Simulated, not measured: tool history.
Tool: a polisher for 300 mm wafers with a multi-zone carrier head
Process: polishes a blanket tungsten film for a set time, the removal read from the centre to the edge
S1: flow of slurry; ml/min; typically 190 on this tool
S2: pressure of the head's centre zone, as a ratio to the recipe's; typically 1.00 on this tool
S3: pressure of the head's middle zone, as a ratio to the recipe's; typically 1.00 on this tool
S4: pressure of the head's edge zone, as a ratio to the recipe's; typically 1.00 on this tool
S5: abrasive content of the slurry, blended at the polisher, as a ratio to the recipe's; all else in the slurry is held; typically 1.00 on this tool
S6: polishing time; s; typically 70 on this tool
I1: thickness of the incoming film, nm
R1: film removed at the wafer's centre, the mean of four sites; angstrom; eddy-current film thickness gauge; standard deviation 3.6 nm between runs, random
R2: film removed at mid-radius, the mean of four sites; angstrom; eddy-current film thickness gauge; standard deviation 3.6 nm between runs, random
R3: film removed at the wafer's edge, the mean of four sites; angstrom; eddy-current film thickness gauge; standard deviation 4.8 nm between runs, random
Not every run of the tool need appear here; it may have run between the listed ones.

{"run": 1, "hour": 0.0, "S1": 190, "S2": 1.0, "S3": 1.0, "S4": 1.0, "S5": 1.0, "S6": 70, "I1": 1394.1, "R1": 4179, "R2": 4250, "R3": 4112}
{"hour": 56.5, "done": "centre zone pressure recalibrated"}
{"hour": 67.3, "done": "worn pad replaced by a new one"}
{"run": 2, "hour": 96.9, "S1": 190, "S2": 1.0, "S3": 1.0, "S4": 0.95, "S5": 1.0, "S6": 70, "I1": 1427.0, "R1": 4309, "R2": 4375, "R3": 4197}
{"hour": 149.3, "done": "edge zone pressure recalibrated"}
{"run": 3, "hour": 158.0, "S1": 190, "S2": 1.0, "S3": 1.0, "S4": 0.95, "S5": 1.0, "S6": 70, "I1": 1427.5, "R1": 4111, "R2": 4229, "R3": 4041}
{"run": 4, "hour": 241.3, "S1": 190, "S2": 1.0, "S3": 1.0, "S4": 0.95, "S5": 1.0, "S6": 70, "I1": 1434.1, "R1": 4014, "R2": 4103, "R3": 3957}
{"run": 5, "hour": 313.2, "S1": 190, "S2": 1.0, "S3": 1.0, "S4": 1.0, "S5": 1.0, "S6": 70, "I1": 1402.3, "R1": 3923, "R2": 4010, "R3": 3957}
{"hour": 330.5, "done": "worn pad replaced by a new one"}
{"run": 6, "hour": 382.1, "S1": 190, "S2": 1.0, "S3": 1.0, "S4": 1.0, "S5": 1.0, "S6": 70, "I1": 1407.4, "R1": 4030, "R2": 4125, "R3": 4006}
{"run": 7, "hour": 420.6, "S1": 205, "S2": 1.0, "S3": 1.0, "S4": 0.96, "S5": 1.0, "S6": 70, "I1": 1411.0, "R1": 4004, "R2": 4099, "R3": 3941}
{"hour": 433.8, "done": "carrier head's membrane replaced by a new one"}
{"hour": 477.4, "done": "slurry nozzle cleaned"}
{"run": 8, "hour": 498.4, "S1": 190, "S2": 0.97, "S3": 1.0, "S4": 1.0, "S5": 1.0, "S6": 70, "I1": 1405.2, "R1": 4122, "R2": 4361, "R3": 4216}
{"run": 9, "hour": 543.7, "S1": 190, "S2": 1.0, "S3": 1.0, "S4": 1.0, "S5": 1.0, "S6": 70, "I1": 1410.6, "R1": 4194, "R2": 4322, "R3": 4085}
{"hour": 625.1, "done": "worn pad replaced by a new one"}
{"run": 10, "hour": 636.0, "S1": 190, "S2": 1.04, "S3": 0.93, "S4": 1.0, "S5": 0.75, "S6": 70, "I1": 1411.7, "R1": 4336, "R2": 3964, "R3": 4055}
{"hour": 643.1, "done": "edge zone pressure recalibrated"}
{"run": 11, "hour": 693.6, "S1": 170, "S2": 1.0, "S3": 1.0, "S4": 1.0, "S5": 1.0, "S6": 70, "I1": 1394.2, "R1": 4202, "R2": 4198, "R3": 4204}
{"hour": 894.5, "done": "centre zone pressure recalibrated"}
{"hour": 928.1, "done": "worn pad replaced by a new one"}
{"run": 12, "hour": 944.9, "S1": 190, "S2": 1.11, "S3": 1.06, "S4": 1.06, "S5": 1.0, "S6": 70, "I1": 1432.1, "R1": 4719, "R2": 4559, "R3": 4392}

Estimate the outcome of run 13 from the log above:
{"run": 13, "hour": 1025.9, "S1": 190, "S2": 1.0, "S3": 1.0, "S4": 1.0, "S5": 1.3, "S6": 70, "I1": 1394.4, "R1": "?", "R2": "?", "R3": "?"}

{"run 13": {"R1": 4266, "R2": 4385, "R3": 4343}}
With no hidden state in the tool, this same run would have given R1 4921 angstrom, R2 5009 angstrom, R3 4853 angstrom.
